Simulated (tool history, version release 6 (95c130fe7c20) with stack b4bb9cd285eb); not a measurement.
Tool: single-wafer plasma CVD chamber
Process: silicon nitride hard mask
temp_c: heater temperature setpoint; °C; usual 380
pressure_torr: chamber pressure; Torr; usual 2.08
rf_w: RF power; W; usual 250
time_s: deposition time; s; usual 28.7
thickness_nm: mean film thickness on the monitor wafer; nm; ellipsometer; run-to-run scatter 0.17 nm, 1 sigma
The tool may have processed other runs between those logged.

| run | hour | temp_c | pressure_torr | rf_w | time_s | read-back reference wafer on the same gauge, thickness_nm | thickness_nm |
|---|---|---|---|---|---|---|---|
| 1 | 0.0 | 380 | 2.08 | 250 | 28.7 | 24.288 | 29.447 |
| 2 | 106.2 | 380 | 2.08 | 250 | 28.7 | 24.325 | 29.300 |
| 3 | 165.4 | 380 | 2.08 | 250 | 28.7 | 24.330 | 29.390 |
| 4 | 224.7 | 380 | 2.08 | 250 | 28.7 | 24.298 | 29.285 |
| 5 | 269.0 | 380 | 2.08 | 250 | 28.7 | 24.289 | 29.029 |
| 6 | 321.9 | 380 | 2.08 | 250 | 28.7 | 24.281 | 28.960 |
| 7 | 428.4 | 380 | 2.08 | 250 | 28.7 | 24.318 | 28.581 |
| 8 | 482.2 | 380 | 2.08 | 250 | 28.7 | 24.321 | 28.607 |
| 9 | 530.4 | 380 | 2.08 | 225 | 28.7 | 24.381 | 26.157 |
| 10 | 586.1 | 380 | 2.08 | 250 | 28.7 | 24.315 | 28.273 |
|  | 630.2 | gauge calibrated |
| 11 | 662.7 | 380 | 2.08 | 250 | 28.7 | 24.337 | 27.982 |
|  | 672.2 | RF generator calibrated |
|  | 690.8 | capacitance manometer re-zeroed and calibrated |
| 12 | 756.7 | 395 | 2.08 | 250 | 23.9 | 24.276 | 24.733 |
| 13 | 842.1 | 385 | 1.72 | 250 | 28.7 | 24.295 | 28.617 |
|  | 933.2 | showerhead replaced |
| 14 | 933.7 | 367 | 2.36 | 250 | 25.2 | 24.332 | 26.795 |
| 15 | 997.0 | 391 | 1.60 | 220 | 28.7 | 24.273 | 25.129 |
| 16 | 1103.9 | 380 | 2.08 | 250 | 28.7 | 24.285 | 29.593 |
|  | 1151.6 | thermocouple changed; heater temperature recalibrated |
| 17 | 1190.1 | 367 | 1.63 | 285 | 23.6 | 24.258 | 25.353 |
| 18 | 1382.0 | 380 | 1.72 | 250 | 32.1 | 24.293 | 31.695 |
| 19 | 1444.3 | 380 | 2.08 | 250 | 26.2 | 24.309 | 26.558 |
| 20 | 1544.2 | 368 | 2.34 | 225 | 23.8 | 24.280 | 22.916 |
| 21 | 1689.2 | 380 | 2.08 | 275 | 28.7 | 24.328 | 31.017 |
| 22 | 1748.9 | 380 | 2.08 | 250 | 28.7 | 24.265 | 28.386 |
|  | 1828.4 | RF generator calibrated |
| 23 | 1850.6 | 376 | 2.26 | 250 | 31.7 | 24.316 | 33.637 |
| 24 | 1892.3 | 380 | 2.08 | 250 | 23.0 | 24.259 | 24.096 |
| 25 | 1982.3 | 380 | 2.08 | 230 | 31.7 | 24.312 | 31.087 |
| 26 | 2019.4 | 371 | 2.08 | 225 | 23.1 | 24.333 | 22.271 |
| 27 | 2109.4 | 380 | 2.08 | 250 | 28.7 | 24.229 | 29.574 |
| 28 | 2199.7 | 380 | 2.08 | 250 | 28.7 | 24.313 | 30.048 |
| 29 | 2262.1 | 365 | 2.08 | 250 | 28.7 | 24.357 | 29.991 |

Alternative continuations, all from the tool just after run 29; predict every row:
| A | 2262.5 | 380 | 2.08 | 250 | 24.1 | ? | ? |
| B | 2262.5 | 380 | 1.75 | 250 | 26.9 | ? | ? |
| C | 2262.5 | 367 | 2.08 | 250 | 28.7 | ? | ? |

| run | read-back reference wafer on the same gauge, thickness_nm | thickness_nm |
|---|---|---|
| A | 24.283 | 24.909 |
| B | 24.283 | 26.789 |
| C | 24.283 | 29.806 |
Stripped of hidden state, with their random variation kept, the same runs would have yielded:
| run | thickness_nm |
|---|---|
| A | 25.110 |
| B | 27.005 |
| C | 30.046 |

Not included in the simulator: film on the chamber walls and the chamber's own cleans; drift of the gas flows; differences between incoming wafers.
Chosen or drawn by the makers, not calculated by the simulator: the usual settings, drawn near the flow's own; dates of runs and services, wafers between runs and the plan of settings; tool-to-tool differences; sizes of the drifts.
